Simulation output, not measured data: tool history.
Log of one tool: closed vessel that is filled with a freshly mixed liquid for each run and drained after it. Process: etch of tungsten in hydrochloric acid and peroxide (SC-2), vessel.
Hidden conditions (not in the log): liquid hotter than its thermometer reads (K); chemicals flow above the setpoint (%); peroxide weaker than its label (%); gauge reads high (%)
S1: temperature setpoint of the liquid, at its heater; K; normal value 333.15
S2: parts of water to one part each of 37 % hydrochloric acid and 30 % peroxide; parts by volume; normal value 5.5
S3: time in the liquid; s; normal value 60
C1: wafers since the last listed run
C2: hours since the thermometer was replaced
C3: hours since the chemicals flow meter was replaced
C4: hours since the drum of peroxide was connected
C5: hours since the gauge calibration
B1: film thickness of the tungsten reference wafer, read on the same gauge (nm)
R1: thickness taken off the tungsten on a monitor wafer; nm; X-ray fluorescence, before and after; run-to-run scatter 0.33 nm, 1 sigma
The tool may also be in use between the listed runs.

| run | hour | S1 | S2 | S3 | C1 | C2 | C3 | C4 | C5 | B1 | R1 |
|---|---|---|---|---|---|---|---|---|---|---|---|
| 1 | 0 | 333.15 | 5.5 | 60 | 0 | 233.3 | 897 | 267.9 | 529.2 | 39.99 | 39.29 |
| 2 | 72.8 | 333.15 | 5.5 | 60 | 6726 | 306.1 | 969.8 | 340.7 | 602 | 39.99 | 39.5 |
| 3 | 135.3 | 333.15 | 5.5 | 60 | 5774 | 368.6 | 1032.3 | 403.2 | 664.5 | 40 | 38.73 |
| 4 | 211.6 | 333.15 | 6 | 60 | 7050 | 444.9 | 1108.6 | 479.5 | 740.8 | 39.99 | 37.74 |
| 5 | 281.7 | 333.15 | 5.5 | 60 | 6477 | 515 | 1178.7 | 549.6 | 810.9 | 39.99 | 39.3 |
| 6 | 360.8 | 333.15 | 4 | 35 | 7308 | 594.1 | 1257.8 | 628.7 | 890 | 40 | 28.82 |
|  | 391.8 | gauge calibrated |
| 7 | 402.9 | 333.15 | 4 | 35 | 3890 | 636.2 | 1299.9 | 670.8 | 11.1 | 39.96 | 29.09 |
|  | 445 | new drum of peroxide connected |
| 8 | 473.6 | 333.15 | 5.5 | 40 | 6440 | 706.9 | 1370.6 | 28.6 | 81.8 | 39.98 | 26.6 |
| 9 | 577.2 | 341.15 | 5.5 | 75 | 9572 | 810.5 | 1474.2 | 132.2 | 185.4 | 39.98 | 83.05 |
| 10 | 653.9 | 333.15 | 4 | 60 | 7087 | 887.2 | 1550.9 | 208.9 | 262.1 | 40.01 | 50.13 |
| 11 | 713.7 | 333.15 | 4 | 60 | 5525 | 947 | 1610.7 | 268.7 | 321.9 | 40.01 | 50.66 |
| 12 | 797.5 | 338.65 | 4.5 | 40 | 7743 | 1030.8 | 1694.5 | 352.5 | 405.7 | 40.02 | 42.78 |
| 13 | 898.1 | 333.15 | 7.5 | 75 | 9295 | 1131.4 | 1795.1 | 453.1 | 506.3 | 39.98 | 40.54 |
|  | 925.4 | chemicals flow meter replaced |
| 14 | 965 | 323.15 | 5.5 | 75 | 6089 | 1198.3 | 39.6 | 520 | 573.2 | 40.01 | 24.93 |
| 15 | 1065.3 | 333.15 | 5.5 | 60 | 9267 | 1298.6 | 139.9 | 620.3 | 673.5 | 40.03 | 38.12 |
| 16 | 1145.9 | 325.65 | 7.5 | 30 | 7447 | 1379.2 | 220.5 | 700.9 | 754.1 | 39.99 | 9.42 |
|  | 1191 | thermometer replaced |
| 17 | 1194.6 | 333.15 | 5.5 | 60 | 4407 | 3.6 | 269.2 | 749.6 | 802.8 | 40.02 | 38.96 |
|  | 1221.5 | gauge calibrated |
|  | 1239.5 | new drum of peroxide connected |
| 18 | 1277.8 | 333.15 | 8.5 | 60 | 7595 | 86.8 | 352.4 | 38.3 | 56.3 | 39.99 | 27.99 |
| 19 | 1327.3 | 323.15 | 8 | 40 | 4573 | 136.3 | 401.9 | 87.8 | 105.8 | 40.01 | 10.14 |
| 20 | 1532.9 | 337.65 | 4 | 75 | 18997 | 341.9 | 607.5 | 293.4 | 311.4 | 40.01 | 82.35 |
| 21 | 1583.9 | 333.15 | 5.5 | 60 | 4712 | 392.9 | 658.5 | 344.4 | 362.4 | 39.99 | 39.71 |
| 22 | 1684.5 | 333.15 | 4 | 40 | 9295 | 493.5 | 759.1 | 445 | 463 | 39.99 | 32.88 |

Below are 4 alternative next runs, each starting from the tool's condition after run 22. Predict each:
| A | 1685.2 | 333.15 | 5.5 | 60 | 64 | 494.2 | 759.8 | 445.7 | 463.7 | ? | ? |
| B | 1685.2 | 333.15 | 8 | 30 | 64 | 494.2 | 759.8 | 445.7 | 463.7 | ? | ? |
| C | 1685.2 | 333.15 | 7.5 | 60 | 64 | 494.2 | 759.8 | 445.7 | 463.7 | ? | ? |
| D | 1685.2 | 333.15 | 5.5 | 30 | 64 | 494.2 | 759.8 | 445.7 | 463.7 | ? | ? |

| run | B1 | R1 |
|---|---|---|
| A | 40 | 39.34 |
| B | 40 | 14.82 |
| C | 40 | 31.17 |
| D | 40 | 19.67 |
What these runs would have given with no unlogged condition in the tool:
| run | R1 |
|---|---|
| A | 37.61 |
| B | 14.1 |
| C | 29.69 |
| D | 18.8 |

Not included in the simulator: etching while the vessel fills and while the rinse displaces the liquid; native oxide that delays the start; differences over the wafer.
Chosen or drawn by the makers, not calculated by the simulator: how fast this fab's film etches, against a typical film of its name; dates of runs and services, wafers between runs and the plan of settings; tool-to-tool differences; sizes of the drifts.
